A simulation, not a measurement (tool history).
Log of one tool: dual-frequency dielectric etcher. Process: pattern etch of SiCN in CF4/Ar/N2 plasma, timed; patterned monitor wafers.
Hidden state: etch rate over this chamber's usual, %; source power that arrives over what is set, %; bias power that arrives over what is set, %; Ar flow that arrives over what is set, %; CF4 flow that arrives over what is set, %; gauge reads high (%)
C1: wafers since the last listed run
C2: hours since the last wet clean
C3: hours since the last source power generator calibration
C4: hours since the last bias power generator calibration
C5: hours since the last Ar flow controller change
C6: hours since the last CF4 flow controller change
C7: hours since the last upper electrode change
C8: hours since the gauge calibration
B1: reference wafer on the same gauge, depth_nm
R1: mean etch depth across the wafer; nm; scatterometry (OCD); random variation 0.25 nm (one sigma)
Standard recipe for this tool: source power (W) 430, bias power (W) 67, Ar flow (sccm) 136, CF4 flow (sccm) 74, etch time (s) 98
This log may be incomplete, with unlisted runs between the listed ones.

{"run": 1, "hour": 0.0, "source power (W)": 430, "bias power (W)": 67, "Ar flow (sccm)": 136, "CF4 flow (sccm)": 74, "etch time (s)": 98, "C1": 0, "C2": 356, "C3": 2561.3, "C4": 1709.5, "C5": 3309.7, "C6": 3476.8, "C7": 3098, "C8": 887.2, "B1": 84.8, "R1": 76.5}
{"run": 2, "hour": 47.8, "source power (W)": 430, "bias power (W)": 60, "Ar flow (sccm)": 136, "CF4 flow (sccm)": 74, "etch time (s)": 98, "C1": 321, "C2": 403.8, "C3": 2609.1, "C4": 1757.3, "C5": 3357.5, "C6": 3524.6, "C7": 3145.8, "C8": 935, "B1": 84.8, "R1": 73.1}
{"run": 3, "hour": 146.2, "source power (W)": 430, "bias power (W)": 60, "Ar flow (sccm)": 136, "CF4 flow (sccm)": 74, "etch time (s)": 98, "C1": 661, "C2": 502.2, "C3": 2707.5, "C4": 1855.7, "C5": 3455.9, "C6": 3623, "C7": 3244.2, "C8": 1033.4, "B1": 84.9, "R1": 73.6}
{"hour": 171.5, "done": "wet clean of the chamber"}
{"run": 4, "hour": 243.5, "source power (W)": 430, "bias power (W)": 67, "Ar flow (sccm)": 136, "CF4 flow (sccm)": 74, "etch time (s)": 98, "C1": 493, "C2": 72, "C3": 2804.8, "C4": 1953, "C5": 3553.2, "C6": 3720.3, "C7": 3341.5, "C8": 1130.7, "B1": 84.8, "R1": 75}
{"run": 5, "hour": 326.8, "source power (W)": 430, "bias power (W)": 67, "Ar flow (sccm)": 136, "CF4 flow (sccm)": 74, "etch time (s)": 126, "C1": 560, "C2": 155.3, "C3": 2888.1, "C4": 2036.3, "C5": 3636.5, "C6": 3803.6, "C7": 3424.8, "C8": 1214, "B1": 84.8, "R1": 97.1}
{"run": 6, "hour": 404.2, "source power (W)": 330, "bias power (W)": 67, "Ar flow (sccm)": 136, "CF4 flow (sccm)": 59, "etch time (s)": 98, "C1": 520, "C2": 232.7, "C3": 2965.5, "C4": 2113.7, "C5": 3713.9, "C6": 3881, "C7": 3502.2, "C8": 1291.4, "B1": 84.8, "R1": 54.5}
{"run": 7, "hour": 483.8, "source power (W)": 400, "bias power (W)": 67, "Ar flow (sccm)": 136, "CF4 flow (sccm)": 74, "etch time (s)": 85, "C1": 535, "C2": 312.3, "C3": 3045.1, "C4": 2193.3, "C5": 3793.5, "C6": 3960.6, "C7": 3581.8, "C8": 1371, "B1": 84.8, "R1": 61.1}
{"run": 8, "hour": 554.0, "source power (W)": 510, "bias power (W)": 67, "Ar flow (sccm)": 136, "CF4 flow (sccm)": 74, "etch time (s)": 98, "C1": 472, "C2": 382.5, "C3": 3115.3, "C4": 2263.5, "C5": 3863.7, "C6": 4030.8, "C7": 3652, "C8": 1441.2, "B1": 84.9, "R1": 91.9}
{"hour": 694.6, "done": "Ar flow controller replaced"}
{"run": 9, "hour": 736.0, "source power (W)": 430, "bias power (W)": 67, "Ar flow (sccm)": 136, "CF4 flow (sccm)": 74, "etch time (s)": 98, "C1": 1183, "C2": 564.5, "C3": 3297.3, "C4": 2445.5, "C5": 41.4, "C6": 4212.8, "C7": 3834, "C8": 1623.2, "B1": 84.8, "R1": 78.3}
{"hour": 759.6, "done": "source power generator calibrated"}
{"hour": 835.2, "done": "wet clean of the chamber"}
{"run": 10, "hour": 835.7, "source power (W)": 430, "bias power (W)": 67, "Ar flow (sccm)": 145, "CF4 flow (sccm)": 74, "etch time (s)": 98, "C1": 482, "C2": 0.5, "C3": 76.1, "C4": 2545.2, "C5": 141.1, "C6": 4312.5, "C7": 3933.7, "C8": 1722.9, "B1": 84.8, "R1": 74.5}
{"hour": 929.2, "done": "CF4 flow controller replaced"}
{"hour": 954.7, "done": "bias power generator calibrated"}
{"run": 11, "hour": 955.2, "source power (W)": 430, "bias power (W)": 81, "Ar flow (sccm)": 146, "CF4 flow (sccm)": 74, "etch time (s)": 98, "C1": 736, "C2": 120, "C3": 195.6, "C4": 0.5, "C5": 260.6, "C6": 26, "C7": 4053.2, "C8": 1842.4, "B1": 84.8, "R1": 81.6}
{"run": 12, "hour": 1058.2, "source power (W)": 430, "bias power (W)": 67, "Ar flow (sccm)": 136, "CF4 flow (sccm)": 74, "etch time (s)": 98, "C1": 692, "C2": 223, "C3": 298.6, "C4": 103.5, "C5": 363.6, "C6": 129, "C7": 4156.2, "C8": 1945.4, "B1": 84.8, "R1": 76.1}
{"hour": 1081.4, "done": "gauge calibrated"}
{"hour": 1092.5, "done": "upper electrode replaced"}
{"run": 13, "hour": 1144.5, "source power (W)": 470, "bias power (W)": 72, "Ar flow (sccm)": 136, "CF4 flow (sccm)": 89, "etch time (s)": 98, "C1": 419, "C2": 309.3, "C3": 384.9, "C4": 189.8, "C5": 449.9, "C6": 215.3, "C7": 52, "C8": 63.1, "B1": 84.8, "R1": 89.8}
{"run": 14, "hour": 1230.7, "source power (W)": 430, "bias power (W)": 67, "Ar flow (sccm)": 136, "CF4 flow (sccm)": 74, "etch time (s)": 120.5, "C1": 579, "C2": 395.5, "C3": 471.1, "C4": 276, "C5": 536.1, "C6": 301.5, "C7": 138.2, "C8": 149.3, "B1": 84.9, "R1": 95.1}
{"run": 15, "hour": 1275.9, "source power (W)": 430, "bias power (W)": 67, "Ar flow (sccm)": 136, "CF4 flow (sccm)": 74, "etch time (s)": 98, "C1": 304, "C2": 440.7, "C3": 516.3, "C4": 321.2, "C5": 581.3, "C6": 346.7, "C7": 183.4, "C8": 194.5, "B1": 84.8, "R1": 77.3}
{"run": 16, "hour": 1378.2, "source power (W)": 510, "bias power (W)": 75, "Ar flow (sccm)": 163, "CF4 flow (sccm)": 87, "etch time (s)": 98, "C1": 688, "C2": 543, "C3": 618.6, "C4": 423.5, "C5": 683.6, "C6": 449, "C7": 285.7, "C8": 296.8, "B1": 84.7, "R1": 98.4}
{"run": 17, "hour": 1432.6, "source power (W)": 330, "bias power (W)": 78, "Ar flow (sccm)": 136, "CF4 flow (sccm)": 85, "etch time (s)": 108, "C1": 365, "C2": 597.4, "C3": 673, "C4": 477.9, "C5": 738, "C6": 503.4, "C7": 340.1, "C8": 351.2, "B1": 84.8, "R1": 71.3}
{"hour": 1504.6, "done": "wet clean of the chamber"}
{"run": 18, "hour": 1599.3, "source power (W)": 430, "bias power (W)": 67, "Ar flow (sccm)": 136, "CF4 flow (sccm)": 74, "etch time (s)": 112.5, "C1": 959, "C2": 94.7, "C3": 839.7, "C4": 644.6, "C5": 904.7, "C6": 670.1, "C7": 506.8, "C8": 517.9, "B1": 84.8, "R1": 86.5}
{"run": 19, "hour": 1701.1, "source power (W)": 530, "bias power (W)": 82, "Ar flow (sccm)": 136, "CF4 flow (sccm)": 74, "etch time (s)": 98, "C1": 684, "C2": 196.5, "C3": 941.5, "C4": 746.4, "C5": 1006.5, "C6": 771.9, "C7": 608.6, "C8": 619.7, "B1": 84.8, "R1": 103.6}
{"run": 20, "hour": 1807.5, "source power (W)": 430, "bias power (W)": 67, "Ar flow (sccm)": 136, "CF4 flow (sccm)": 74, "etch time (s)": 120.5, "C1": 715, "C2": 302.9, "C3": 1047.9, "C4": 852.8, "C5": 1112.9, "C6": 878.3, "C7": 715, "C8": 726.1, "B1": 84.7, "R1": 95}
{"run": 21, "hour": 1877.0, "source power (W)": 430, "bias power (W)": 67, "Ar flow (sccm)": 136, "CF4 flow (sccm)": 74, "etch time (s)": 68.5, "C1": 467, "C2": 372.4, "C3": 1117.4, "C4": 922.3, "C5": 1182.4, "C6": 947.8, "C7": 784.5, "C8": 795.6, "B1": 84.8, "R1": 54.1}
{"run": 22, "hour": 1947.3, "source power (W)": 430, "bias power (W)": 67, "Ar flow (sccm)": 122, "CF4 flow (sccm)": 57, "etch time (s)": 120, "C1": 472, "C2": 442.7, "C3": 1187.7, "C4": 992.6, "C5": 1252.7, "C6": 1018.1, "C7": 854.8, "C8": 865.9, "B1": 84.8, "R1": 92.1}

Predict each of these 3 candidate next runs independently; none follows another, all start after run 22:
{"run": "A", "hour": 1947.7, "source power (W)": 430, "bias power (W)": 67, "Ar flow (sccm)": 136, "CF4 flow (sccm)": 74, "etch time (s)": 83.5, "C1": 2, "C2": 443.1, "C3": 1188.1, "C4": 993, "C5": 1253.1, "C6": 1018.5, "C7": 855.2, "C8": 866.3, "B1": "?", "R1": "?"}
{"run": "B", "hour": 1947.7, "source power (W)": 430, "bias power (W)": 67, "Ar flow (sccm)": 163, "CF4 flow (sccm)": 64, "etch time (s)": 98, "C1": 2, "C2": 443.1, "C3": 1188.1, "C4": 993, "C5": 1253.1, "C6": 1018.5, "C7": 855.2, "C8": 866.3, "B1": "?", "R1": "?"}
{"run": "C", "hour": 1947.7, "source power (W)": 430, "bias power (W)": 78, "Ar flow (sccm)": 146, "CF4 flow (sccm)": 85, "etch time (s)": 76, "C1": 2, "C2": 443.1, "C3": 1188.1, "C4": 993, "C5": 1253.1, "C6": 1018.5, "C7": 855.2, "C8": 866.3, "B1": "?", "R1": "?"}

run=A B1=84.7 R1=66.8
run=B B1=84.7 R1=73.8
run=C B1=84.7 R1=66.2
What these runs would have given with no unlogged condition in the tool:
run=A R1=64.2
run=B R1=70.9
run=C R1=63.6

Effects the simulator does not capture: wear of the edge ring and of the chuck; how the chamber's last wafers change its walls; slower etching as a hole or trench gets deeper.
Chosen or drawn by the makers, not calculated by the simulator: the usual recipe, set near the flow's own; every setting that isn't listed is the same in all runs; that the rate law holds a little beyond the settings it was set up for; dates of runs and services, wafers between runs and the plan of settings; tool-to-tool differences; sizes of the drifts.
